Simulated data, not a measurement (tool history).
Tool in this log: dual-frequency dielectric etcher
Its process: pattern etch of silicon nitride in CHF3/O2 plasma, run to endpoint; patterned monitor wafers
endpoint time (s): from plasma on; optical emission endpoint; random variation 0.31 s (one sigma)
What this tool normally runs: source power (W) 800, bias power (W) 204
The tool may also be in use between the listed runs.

| run | hour | source power (W) | bias power (W) | wafers since the last listed run | hours since the last wet clean | hours since the last source power generator calibration | hours since the last bias power generator calibration | hours since the last upper electrode change | incoming incoming film thickness, nm | endpoint time (s) |
|---|---|---|---|---|---|---|---|---|---|---|
| 1 | 0.0 | 800 | 164 | 0 | 457.1 | 2389.4 | 3988.9 | 4568.0 | 70.3 | 46.0 |
| 2 | 13.3 | 800 | 164 | 223 | 470.4 | 2402.7 | 4002.2 | 4581.3 | 69.9 | 46.6 |
| 3 | 39.1 | 800 | 204 | 433 | 496.2 | 2428.5 | 4028.0 | 4607.1 | 70.0 | 41.8 |
|  | 63.4 | wet clean of the chamber |
| 4 | 73.7 | 800 | 204 | 178 | 10.3 | 2463.1 | 4062.6 | 4641.7 | 70.1 | 40.4 |
| 5 | 101.8 | 800 | 204 | 472 | 38.4 | 2491.2 | 4090.7 | 4669.8 | 70.0 | 40.2 |
| 6 | 154.4 | 800 | 204 | 883 | 91.0 | 2543.8 | 4143.3 | 4722.4 | 70.5 | 40.9 |
| 7 | 171.2 | 800 | 204 | 282 | 107.8 | 2560.6 | 4160.1 | 4739.2 | 70.1 | 40.5 |
| 8 | 194.8 | 800 | 204 | 396 | 131.4 | 2584.2 | 4183.7 | 4762.8 | 69.4 | 40.3 |
| 9 | 227.2 | 800 | 204 | 544 | 163.8 | 2616.6 | 4216.1 | 4795.2 | 70.3 | 40.6 |
| 10 | 260.3 | 800 | 204 | 556 | 196.9 | 2649.7 | 4249.2 | 4828.3 | 69.7 | 39.9 |
| 11 | 295.6 | 940 | 204 | 593 | 232.2 | 2685.0 | 4284.5 | 4863.6 | 69.8 | 37.3 |
| 12 | 309.5 | 940 | 204 | 233 | 246.1 | 2698.9 | 4298.4 | 4877.5 | 69.9 | 37.4 |
|  | 332.2 | source power generator calibrated |
| 13 | 342.6 | 800 | 204 | 489 | 279.2 | 10.4 | 4331.5 | 4910.6 | 70.6 | 40.7 |
| 14 | 368.8 | 800 | 204 | 440 | 305.4 | 36.6 | 4357.7 | 4936.8 | 70.3 | 41.2 |
|  | 399.8 | upper electrode replaced |
| 15 | 400.3 | 800 | 204 | 126 | 336.9 | 68.1 | 4389.2 | 0.5 | 69.9 | 41.5 |
| 16 | 425.2 | 990 | 160 | 418 | 361.8 | 93.0 | 4414.1 | 25.4 | 70.6 | 40.8 |
| 17 | 445.9 | 910 | 220 | 347 | 382.5 | 113.7 | 4434.8 | 46.1 | 69.9 | 37.0 |
|  | 477.0 | wet clean of the chamber |
| 18 | 477.5 | 720 | 218 | 127 | 0.5 | 145.3 | 4466.4 | 77.7 | 70.3 | 44.0 |
| 19 | 477.8 | 720 | 237 | 5 | 0.8 | 145.6 | 4466.7 | 78.0 | 69.8 | 42.0 |
| 20 | 499.9 | 890 | 191 | 371 | 22.9 | 167.7 | 4488.8 | 100.1 | 69.9 | 41.6 |
| 21 | 533.7 | 600 | 169 | 568 | 56.7 | 201.5 | 4522.6 | 133.9 | 70.1 | 54.9 |
| 22 | 551.7 | 870 | 204 | 302 | 74.7 | 219.5 | 4540.6 | 151.9 | 69.8 | 40.3 |
|  | 557.9 | bias power generator calibrated |
| 23 | 567.8 | 910 | 220 | 203 | 90.8 | 235.6 | 9.9 | 168.0 | 69.8 | 38.6 |
| 24 | 580.7 | 750 | 241 | 216 | 103.7 | 248.5 | 22.8 | 180.9 | 69.8 | 40.2 |
| 25 | 603.0 | 800 | 204 | 374 | 126.0 | 270.8 | 45.1 | 203.2 | 69.3 | 42.6 |
|  | 657.5 | wet clean of the chamber, repeated, since the last time left the tool worse |
| 26 | 658.0 | 800 | 204 | 520 | 0.5 | 325.8 | 100.1 | 258.2 | 69.7 | 40.0 |
| 27 | 673.9 | 800 | 204 | 267 | 16.4 | 341.7 | 116.0 | 274.1 | 69.7 | 39.7 |
| 28 | 693.2 | 900 | 172 | 324 | 35.7 | 361.0 | 135.3 | 293.4 | 69.8 | 40.0 |
| 29 | 713.2 | 690 | 161 | 336 | 55.7 | 381.0 | 155.3 | 313.4 | 69.8 | 48.8 |
| 30 | 739.4 | 740 | 187 | 440 | 81.9 | 407.2 | 181.5 | 339.6 | 69.6 | 44.1 |
| 31 | 773.6 | 920 | 204 | 574 | 116.1 | 441.4 | 215.7 | 373.8 | 70.1 | 37.5 |

Give the tool's hidden conditions for every run:
source power that arrives over what is set, %: 0, the same for each run
bias power that arrives over what is set, %: 0, the same for each run
H1: etch rate over this chamber's usual, %
| run | H1 |
|---|---|
| 1 | -3.5 |
| 2 | -3.6 |
| 3 | -3.79 |
| 4 | -0.176 |
| 5 | -0.385 |
| 6 | -0.777 |
| 7 | -0.902 |
| 8 | -1.08 |
| 9 | -1.32 |
| 10 | -1.57 |
| 11 | -1.83 |
| 12 | -1.93 |
| 13 | -2.18 |
| 14 | -2.37 |
| 15 | -2.61 |
| 16 | -2.79 |
| 17 | -2.95 |
| 18 | -5.57 |
| 19 | -5.58 |
| 20 | -5.74 |
| 21 | -5.99 |
| 22 | -6.13 |
| 23 | -6.25 |
| 24 | -6.34 |
| 25 | -6.51 |
| 26 | -0.643 |
| 27 | -0.762 |
| 28 | -0.905 |
| 29 | -1.05 |
| 30 | -1.25 |
| 31 | -1.5 |
